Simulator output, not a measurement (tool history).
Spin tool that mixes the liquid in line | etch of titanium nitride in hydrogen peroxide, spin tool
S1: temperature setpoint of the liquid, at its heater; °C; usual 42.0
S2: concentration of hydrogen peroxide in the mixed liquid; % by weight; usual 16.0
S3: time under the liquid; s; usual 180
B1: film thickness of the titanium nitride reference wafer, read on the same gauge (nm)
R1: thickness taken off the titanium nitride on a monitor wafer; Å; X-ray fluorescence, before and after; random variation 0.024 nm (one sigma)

run    hour    S1    S2   S3      B1     R1
  1     0.0  42.0  16.0  180  89.949  16.42
  2    54.4  42.0  16.0  180  90.018  16.23
  3   100.5  42.0  16.0  180  89.971  16.12
      131.2  -- heated supply line repaired
  4   151.7  42.0  16.0  180  89.979  18.98
  5   214.6  42.0  16.0  180  90.005  18.77
      231.3  -- peroxide flow meter replaced
  6   256.2  39.0  16.0  180  89.986  14.90
  7   323.1  37.0  12.0  140  89.969   9.18
  8   371.5  38.0  19.5  180  90.020  13.90
  9   422.5  42.0  18.5  290  89.947  30.66
 10   456.8  42.0  12.5  115  89.969  11.16
      526.7  -- gauge calibrated
      553.8  -- new drum of peroxide connected
 11   554.3  42.0  16.0  180  89.958  18.38
 12   622.8  37.0  12.0  180  89.981  11.46
      628.3  -- thermometer replaced
 13   681.6  48.0  16.0  150  89.949  28.63
 14   752.8  42.0  16.0  180  89.976  21.35
 15   867.0  47.5  14.5  235  89.944  40.93
 16   922.3  36.5  19.0  260  90.055  20.53
 17   952.3  42.0  16.0  180  89.950  21.12
 18  1006.2  37.0  19.5  180  89.995  14.70
 19  1062.8  42.0  16.0  180  89.975  20.92
 20  1110.1  50.5  16.0   75  89.976  16.32
 21  1146.7  42.0  16.0  180  89.948  19.95
 22  1181.2  32.0  19.0  180  90.000   9.56

Run 23 comes next. What will it give?
 23  1235.3  47.0  16.0  180   ?   ?

Run 23 gave B1 90.008, R1 29.18 Å.
Without the tool's hidden state the same run would have given R1 32.75 Å.
